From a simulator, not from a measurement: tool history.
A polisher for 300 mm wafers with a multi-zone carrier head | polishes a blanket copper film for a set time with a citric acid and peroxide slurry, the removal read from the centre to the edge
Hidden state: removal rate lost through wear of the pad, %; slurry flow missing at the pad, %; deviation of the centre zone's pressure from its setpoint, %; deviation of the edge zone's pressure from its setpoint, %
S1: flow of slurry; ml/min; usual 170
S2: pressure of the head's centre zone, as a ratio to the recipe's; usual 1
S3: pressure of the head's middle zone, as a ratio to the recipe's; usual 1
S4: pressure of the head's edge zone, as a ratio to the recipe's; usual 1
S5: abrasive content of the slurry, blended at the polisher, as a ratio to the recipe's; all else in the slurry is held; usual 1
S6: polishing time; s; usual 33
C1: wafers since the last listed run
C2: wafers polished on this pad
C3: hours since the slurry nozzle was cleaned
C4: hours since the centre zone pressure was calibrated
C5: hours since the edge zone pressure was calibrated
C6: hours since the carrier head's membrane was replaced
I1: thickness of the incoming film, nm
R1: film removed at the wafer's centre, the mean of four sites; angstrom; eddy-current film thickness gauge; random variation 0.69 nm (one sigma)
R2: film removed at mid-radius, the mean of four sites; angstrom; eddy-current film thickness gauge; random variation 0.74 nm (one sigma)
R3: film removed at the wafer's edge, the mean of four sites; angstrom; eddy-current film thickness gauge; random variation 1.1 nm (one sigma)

run	day	S1	S2	S3	S4	S5	S6	C1	C2	C3	C4	C5	C6	I1	R1	R2	R3
1	0	170	1	1	1.07	1	33	0	423	140.4	1377.1	1075	734.3	628.2	734	750	770
2	0.567	170	1	1	1	1	33	190	613	154	1390.7	1088.6	747.9	621.5	746	750	749
# day 1.029: worn pad replaced by a new one
3	1.05	170	0.91	1	1	1	33	106	6	165.6	1402.3	1100.2	759.5	623.9	667	749	741
# day 1.542: centre zone pressure recalibrated
4	1.762	170	1	1	1	1	33	211	217	182.7	5.3	1117.3	776.6	625.2	726	734	724
5	2.092	170	1	1	1	1	33	110	328	190.6	13.2	1125.2	784.5	622.9	713	740	736
6	2.721	170	1	1	1	1	33	211	539	205.7	28.3	1140.3	799.6	622.4	712	719	720
# day 3.4: worn pad replaced by a new one
# day 3.45: edge zone pressure recalibrated
7	3.471	170	1	1	1	1	33	178	6	223.7	46.3	0.5	817.6	615.6	705	709	727
# day 3.517: slurry nozzle cleaned
8	3.721	170	1	1	1	1	33	69	76	4.9	52.3	6.5	823.6	613.4	768	779	775
9	4.05	170	1	1	1	1.2	38	110	187	12.8	60.2	14.4	831.5	623.6	908	930	898
10	4.454	170	1.04	0.89	0.97	1	23	135	322	22.5	69.9	24.1	841.2	611	565	492	536
11	4.929	115	1	0.94	1	0.85	33	159	482	33.9	81.3	35.5	852.6	605.7	678	641	695
12	5.488	170	1	1.08	0.93	1.25	38	187	669	47.3	94.7	48.9	866	630.1	913	981	878
13	6.142	170	1	1	1.08	1	33	219	888	63	110.4	64.6	881.7	614.2	749	768	814
# day 6.396: worn pad replaced by a new one
14	6.488	170	0.89	0.89	1	1	33	60	31	71.3	118.7	72.9	890	619	667	689	761
# day 7.167: carrier head's membrane replaced by a new one
15	7.188	195	1	1.09	0.95	1	33	164	196	88.1	135.5	89.7	0.5	613.1	772	836	763
16	7.504	170	0.89	0.89	1	1	33	106	302	95.7	143.1	97.3	8.1	618.9	664	693	732
17	8.221	170	1	0.95	1	1.25	33	240	542	112.9	160.3	114.5	25.3	621.5	760	745	766
18	8.779	170	1.1	1.08	1	1	33	187	729	126.3	173.7	127.9	38.7	615.5	815	787	748
# day 9.354: worn pad replaced by a new one
19	9.412	170	1	1	1.07	1	33	156	19	141.5	188.9	143.1	53.9	626.6	730	735	766
20	10.017	170	1	1	1	1	33	202	221	156	203.4	157.6	68.4	616.5	724	728	728
21	10.483	170	0.89	1	1	1	33	156	378	167.2	214.6	168.8	79.6	608.3	632	734	729
22	10.779	110	0.88	1	0.9	1	33	99	477	174.3	221.7	175.9	86.7	619.4	533	624	641

Forecast each of these 4 alternatives for the next run:
A	10.796	170	1	1	1	1	44	5	482	174.7	222.1	176.3	87.1	619.5	?	?	?
B	10.796	170	1.1	1.11	1.08	1	45	5	482	174.7	222.1	176.3	87.1	619.5	?	?	?
C	10.796	140	1	1	0.94	1	22	5	482	174.7	222.1	176.3	87.1	619.5	?	?	?
D	10.796	170	0.93	1	1.1	1	33	5	482	174.7	222.1	176.3	87.1	619.5	?	?	?

run	R1	R2	R3
A	945	964	998
B	1064	1068	1059
C	442	455	466
D	659	723	785
Without the tool's hidden state the same runs would have given:
run	R1	R2	R3
A	1026	1037	1051
B	1156	1149	1115
C	490	498	496
D	715	778	827

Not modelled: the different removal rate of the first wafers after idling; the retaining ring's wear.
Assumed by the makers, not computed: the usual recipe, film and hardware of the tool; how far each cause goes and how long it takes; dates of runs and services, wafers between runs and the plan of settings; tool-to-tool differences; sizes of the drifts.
